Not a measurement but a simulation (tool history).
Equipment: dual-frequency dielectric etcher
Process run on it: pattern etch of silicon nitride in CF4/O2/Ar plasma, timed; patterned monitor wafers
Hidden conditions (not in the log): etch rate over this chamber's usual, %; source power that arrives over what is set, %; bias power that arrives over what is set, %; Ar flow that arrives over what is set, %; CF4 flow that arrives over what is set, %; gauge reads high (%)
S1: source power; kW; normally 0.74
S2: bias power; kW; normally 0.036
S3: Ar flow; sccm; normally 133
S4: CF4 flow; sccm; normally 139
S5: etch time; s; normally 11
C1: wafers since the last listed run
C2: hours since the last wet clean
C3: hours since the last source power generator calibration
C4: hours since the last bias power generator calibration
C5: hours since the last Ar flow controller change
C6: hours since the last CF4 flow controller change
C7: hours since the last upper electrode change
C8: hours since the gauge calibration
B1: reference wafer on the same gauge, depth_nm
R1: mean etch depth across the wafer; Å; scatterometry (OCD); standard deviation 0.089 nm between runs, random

run 1 hour=0 | S1=0.74 S2=0.036 S3=133 S4=139 S5=11 | C1=0 C2=559.5 C3=2765.8 C4=2310.3 C5=1237.6 C6=3636 C7=2230.3 C8=3133.7 | B1=23.32 | R1=262.8
-- hour=16.8 gauge calibrated
run 2 hour=42.3 | S1=0.6 S2=0.036 S3=133 S4=139 S5=11 | C1=533 C2=601.8 C3=2808.1 C4=2352.6 C5=1279.9 C6=3678.3 C7=2272.6 C8=25.5 | B1=23.31 | R1=207.8
-- hour=72.5 wet clean of the chamber
run 3 hour=135.4 | S1=0.6 S2=0.036 S3=133 S4=139 S5=11 | C1=871 C2=62.9 C3=2901.2 C4=2445.7 C5=1373 C6=3771.4 C7=2365.7 C8=118.6 | B1=23.3 | R1=207.7
run 4 hour=217 | S1=0.74 S2=0.036 S3=133 S4=139 S5=11 | C1=1029 C2=144.5 C3=2982.8 C4=2527.3 C5=1454.6 C6=3853 C7=2447.3 C8=200.2 | B1=23.29 | R1=260.7
run 5 hour=319 | S1=0.74 S2=0.036 S3=133 S4=139 S5=11 | C1=1286 C2=246.5 C3=3084.8 C4=2629.3 C5=1556.6 C6=3955 C7=2549.3 C8=302.2 | B1=23.32 | R1=261.9
-- hour=388.1 CF4 flow controller replaced
run 6 hour=413.5 | S1=0.74 S2=0.036 S3=133 S4=139 S5=14.5 | C1=1116 C2=341 C3=3179.3 C4=2723.8 C5=1651.1 C6=25.4 C7=2643.8 C8=396.7 | B1=23.24 | R1=344
-- hour=476.3 bias power generator calibrated
run 7 hour=486.2 | S1=0.74 S2=0.036 S3=133 S4=139 S5=13 | C1=866 C2=413.7 C3=3252 C4=9.9 C5=1723.8 C6=98.1 C7=2716.5 C8=469.4 | B1=23.3 | R1=306.7
run 8 hour=559.3 | S1=0.74 S2=0.036 S3=155 S4=127 S5=11 | C1=921 C2=486.8 C3=3325.1 C4=83 C5=1796.9 C6=171.2 C7=2789.6 C8=542.5 | B1=23.29 | R1=250.7
run 9 hour=624.4 | S1=0.74 S2=0.036 S3=106 S4=149 S5=7.5 | C1=820 C2=551.9 C3=3390.2 C4=148.1 C5=1862 C6=236.3 C7=2854.7 C8=607.6 | B1=23.28 | R1=182.2
-- hour=704 wet clean of the chamber
run 10 hour=724.3 | S1=0.67 S2=0.041 S3=150 S4=104 S5=11 | C1=957 C2=20.3 C3=3490.1 C4=248 C5=1961.9 C6=336.2 C7=2954.6 C8=707.5 | B1=23.31 | R1=231.3
-- hour=841 upper electrode replaced, of another model than before
run 11 hour=841.5 | S1=0.74 S2=0.036 S3=133 S4=139 S5=11 | C1=1175 C2=137.5 C3=3607.3 C4=365.2 C5=2079.1 C6=453.4 C7=0.5 C8=824.7 | B1=23.31 | R1=262
run 12 hour=868.2 | S1=0.74 S2=0.036 S3=133 S4=139 S5=10 | C1=336 C2=164.2 C3=3634 C4=391.9 C5=2105.8 C6=480.1 C7=27.2 C8=851.4 | B1=23.31 | R1=237.9
run 13 hour=950.3 | S1=0.74 S2=0.036 S3=133 S4=139 S5=14.5 | C1=1035 C2=246.3 C3=3716.1 C4=474 C5=2187.9 C6=562.2 C7=109.3 C8=933.5 | B1=23.31 | R1=343.4
run 14 hour=1050.7 | S1=0.74 S2=0.027 S3=133 S4=139 S5=13.5 | C1=1266 C2=346.7 C3=3816.5 C4=574.4 C5=2288.3 C6=662.6 C7=209.7 C8=1033.9 | B1=23.29 | R1=254.8
-- hour=1145.8 source power generator calibrated
-- hour=1150 Ar flow controller replaced
run 15 hour=1296.8 | S1=0.74 S2=0.036 S3=133 S4=139 S5=11 | C1=2999 C2=592.8 C3=151 C4=820.5 C5=146.8 C6=908.7 C7=455.8 C8=1280 | B1=23.35 | R1=268.3

Expected results for the next run?
-- hour=1356 wet clean of the chamber
run 16 hour=1365.2 | S1=0.74 S2=0.036 S3=164 S4=139 S5=9.5 | C1=559 C2=9.2 C3=219.4 C4=888.9 C5=215.2 C6=977.1 C7=524.2 C8=1348.4 | B1=? | R1=?

{"run 16": {"B1": 23.29, "R1": 225.2}}
Take away the tool's hidden state, keep the run-to-run variation as it was, and the same run would have given R1 225.9 Å.
